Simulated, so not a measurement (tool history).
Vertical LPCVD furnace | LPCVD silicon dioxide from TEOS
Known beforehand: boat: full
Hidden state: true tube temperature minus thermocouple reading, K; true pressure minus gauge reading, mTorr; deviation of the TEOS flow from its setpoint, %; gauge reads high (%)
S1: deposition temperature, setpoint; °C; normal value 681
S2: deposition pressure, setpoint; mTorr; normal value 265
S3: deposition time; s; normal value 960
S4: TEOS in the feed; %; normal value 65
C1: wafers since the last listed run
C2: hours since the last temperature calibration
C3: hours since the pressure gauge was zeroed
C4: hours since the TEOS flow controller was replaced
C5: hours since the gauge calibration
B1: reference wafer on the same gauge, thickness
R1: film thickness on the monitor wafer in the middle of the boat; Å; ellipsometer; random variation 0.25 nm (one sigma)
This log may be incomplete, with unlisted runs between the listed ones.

run   hour   S1   S2    S3  S4    C1     C2      C3      C4      C5     B1     R1
  1    0.0  681  265   960  65     0   50.9  1641.9  1440.7  1241.3  59.81  664.1
  2   22.3  681  265   960  65   513   73.2  1664.2  1463.0  1263.6  59.84  661.3
      35.4  -- gauge calibrated
  3   39.6  676  265   960  65   398   90.5  1681.5  1480.3     4.2  59.82  591.4
  4   52.4  676  265   960  65   294  103.3  1694.3  1493.1    17.0  59.80  589.7
  5   86.3  676  265   960  65   780  137.2  1728.2  1527.0    50.9  59.72  590.0
  6  140.5  681  265   960  57  1247  191.4  1782.4  1581.2   105.1  59.68  623.0
  7  176.1  681  265   960  57   819  227.0  1818.0  1616.8   140.7  59.82  619.9
  8  202.7  681  265   960  57   612  253.6  1844.6  1643.4   167.3  59.91  618.8
  9  214.8  681  265   960  65   278  265.7  1856.7  1655.5   179.4  59.84  663.6
     255.8  -- pressure gauge zeroed
 10  256.3  670  225  1290  58   402  307.2     0.5  1697.0   220.9  59.80  607.2
 11  265.0  693  265   960  65   200  315.9     9.2  1705.7   229.6  59.90  911.8
 12  300.4  681  310   960  68   814  351.3    44.6  1741.1   265.0  59.84  754.8
     333.2  -- TEOS flow controller replaced
 13  335.6  676  265   960  65   257  386.5    79.8     2.4   300.2  59.70  601.6
 14  354.3  689  265   660  60   430  405.2    98.5    21.1   318.9  59.85  543.4
 15  378.1  681  265  1260  65   547  429.0   122.3    44.9   342.7  59.89  887.9
 16  403.2  688  290   960  65   577  454.1   147.4    70.0   367.8  59.75  844.4
 17  422.3  681  265   960  65   439  473.2   166.5    89.1   386.9  59.78  674.7
 18  455.9  681  240  1140  74   773  506.8   200.1   122.7   420.5  59.72  812.5
 19  491.5  681  265   840  56   819  542.4   235.7   158.3   456.1  59.71  548.2
 20  511.5  681  265   600  56   460  562.4   255.7   178.3   476.1  59.74  395.7
 21  538.4  681  265   960  65   619  589.3   282.6   205.2   503.0  59.82  679.6
 22  565.0  681  265   960  65   612  615.9   309.2   231.8   529.6  59.76  679.8
 23  593.8  675  320   600  72   662  644.7   338.0   260.6   558.4  59.80  420.3
 24  622.2  681  265   960  65   653  673.1   366.4   289.0   586.8  59.81  676.7
 25  642.5  676  265   960  65   467  693.4   386.7   309.3   607.1  59.83  597.1
 26  678.4  681  265  1200  65   826  729.3   422.6   345.2   643.0  59.87  847.0
 27  709.7  693  220   840  71   720  760.6   453.9   376.5   674.3  59.82  754.7
 28  741.5  690  215   960  76   731  792.4   485.7   408.3   706.1  59.79  814.3
 29  769.2  681  265   660  65   637  820.1   513.4   436.0   733.8  59.83  464.9
 30  798.2  681  265  1110  60   667  849.1   542.4   465.0   762.8  59.88  750.8
 31  811.6  681  305   960  75   308  862.5   555.8   478.4   776.2  59.77  781.9
 32  836.0  691  265   810  76   561  886.9   580.2   502.8   800.6  59.78  784.6

The tool's hidden state at each run:
deviation of the TEOS flow from its setpoint, %: 0, the same for each run
gauge reads high (%): 0, the same for each run
H1: true tube temperature minus thermocouple reading, K
H2: true pressure minus gauge reading, mTorr
run      H1      H2
  1  0.0871   -11.3
  2  0.0877   -11.4
  3  0.0882   -11.6
  4  0.0887   -11.7
  5  0.0904   -11.9
  6   0.094   -12.3
  7  0.0971   -12.6
  8  0.0997   -12.8
  9   0.101   -12.9
 10   0.106   -0.69
 11   0.107  -0.755
 12   0.112   -1.02
 13   0.117   -1.28
 14    0.12   -1.42
 15   0.124    -1.6
 16   0.129   -1.78
 17   0.132   -1.92
 18   0.139   -2.17
 19   0.147   -2.44
 20   0.151   -2.59
 21   0.157   -2.79
 22   0.164   -2.98
 23   0.171    -3.2
 24   0.179   -3.41
 25   0.185   -3.56
 26   0.195   -3.83
 27   0.204   -4.06
 28   0.215   -4.29
 29   0.224    -4.5
 30   0.234   -4.72
 31   0.238   -4.81
 32   0.247      -5

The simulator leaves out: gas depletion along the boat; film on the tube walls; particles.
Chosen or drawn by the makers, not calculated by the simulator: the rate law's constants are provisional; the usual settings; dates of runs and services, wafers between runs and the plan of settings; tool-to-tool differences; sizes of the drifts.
